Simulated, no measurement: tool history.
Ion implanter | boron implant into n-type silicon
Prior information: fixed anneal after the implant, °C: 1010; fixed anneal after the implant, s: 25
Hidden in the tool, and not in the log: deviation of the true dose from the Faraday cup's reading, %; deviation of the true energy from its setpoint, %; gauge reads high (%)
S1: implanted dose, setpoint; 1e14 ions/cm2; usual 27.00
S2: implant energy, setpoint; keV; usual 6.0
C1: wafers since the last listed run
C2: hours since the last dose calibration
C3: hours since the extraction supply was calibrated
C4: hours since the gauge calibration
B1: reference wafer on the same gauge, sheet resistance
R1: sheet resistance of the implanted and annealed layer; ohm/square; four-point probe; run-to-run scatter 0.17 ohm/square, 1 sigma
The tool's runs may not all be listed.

| run | hour | S1 | S2 | C1 | C2 | C3 | C4 | B1 | R1 |
|---|---|---|---|---|---|---|---|---|---|
| 1 | 0.0 | 27.00 | 6.0 | 0 | 315.1 | 4372.0 | 756.1 | 129.17 | 111.84 |
| 2 | 71.4 | 27.00 | 6.0 | 1134 | 386.5 | 4443.4 | 827.5 | 129.32 | 111.83 |
|  | 153.4 | Faraday cup replaced and dose calibrated |
| 3 | 153.9 | 27.00 | 6.0 | 1183 | 0.5 | 4525.9 | 910.0 | 129.34 | 111.94 |
| 4 | 214.5 | 22.75 | 6.0 | 962 | 61.1 | 4586.5 | 970.6 | 129.43 | 113.47 |
| 5 | 308.9 | 22.75 | 6.0 | 1499 | 155.5 | 4680.9 | 1065.0 | 129.63 | 113.69 |
| 6 | 374.6 | 22.75 | 6.0 | 1043 | 221.2 | 4746.6 | 1130.7 | 129.71 | 113.84 |
| 7 | 417.3 | 27.00 | 6.0 | 678 | 263.9 | 4789.3 | 1173.4 | 129.81 | 112.24 |
| 8 | 501.3 | 27.00 | 6.0 | 1334 | 347.9 | 4873.3 | 1257.4 | 129.98 | 112.44 |
|  | 551.6 | extraction supply calibrated |
| 9 | 552.1 | 27.00 | 6.0 | 680 | 398.7 | 0.5 | 1308.2 | 130.05 | 112.42 |
| 10 | 602.9 | 21.04 | 4.0 | 807 | 449.5 | 51.3 | 1359.0 | 130.13 | 134.15 |
| 11 | 693.0 | 22.80 | 7.5 | 1431 | 539.6 | 141.4 | 1449.1 | 130.36 | 102.36 |
|  | 714.5 | gauge calibrated |
|  | 766.6 | Faraday cup replaced and dose calibrated |
| 12 | 767.1 | 27.00 | 6.0 | 1050 | 0.5 | 215.5 | 52.6 | 129.05 | 111.81 |
| 13 | 849.5 | 31.95 | 4.5 | 1309 | 82.9 | 297.9 | 135.0 | 129.06 | 124.50 |
| 14 | 936.6 | 34.21 | 4.0 | 1383 | 170.0 | 385.0 | 222.1 | 129.10 | 128.43 |
| 15 | 1043.7 | 29.54 | 4.5 | 1701 | 277.1 | 492.1 | 329.2 | 129.11 | 125.09 |
| 16 | 1087.8 | 27.00 | 6.0 | 700 | 321.2 | 536.2 | 373.3 | 129.15 | 111.53 |
| 17 | 1136.3 | 30.55 | 5.5 | 770 | 369.7 | 584.7 | 421.8 | 129.15 | 115.47 |

Forecast each of these 4 alternatives for the next run:
| A | 1136.7 | 27.00 | 6.0 | 6 | 370.1 | 585.1 | 422.2 | ? | ? |
| B | 1136.7 | 29.74 | 4.0 | 6 | 370.1 | 585.1 | 422.2 | ? | ? |
| C | 1136.7 | 20.89 | 8.0 | 6 | 370.1 | 585.1 | 422.2 | ? | ? |
| D | 1136.7 | 30.52 | 5.0 | 6 | 370.1 | 585.1 | 422.2 | ? | ? |

| run | B1 | R1 |
|---|---|---|
| A | 129.17 | 111.54 |
| B | 129.17 | 129.80 |
| C | 129.17 | 99.17 |
| D | 129.17 | 119.94 |
Stripped of hidden state, with their random variation kept, the same runs would have yielded:
| run | R1 |
|---|---|
| A | 111.39 |
| B | 129.63 |
| C | 99.05 |
| D | 119.79 |
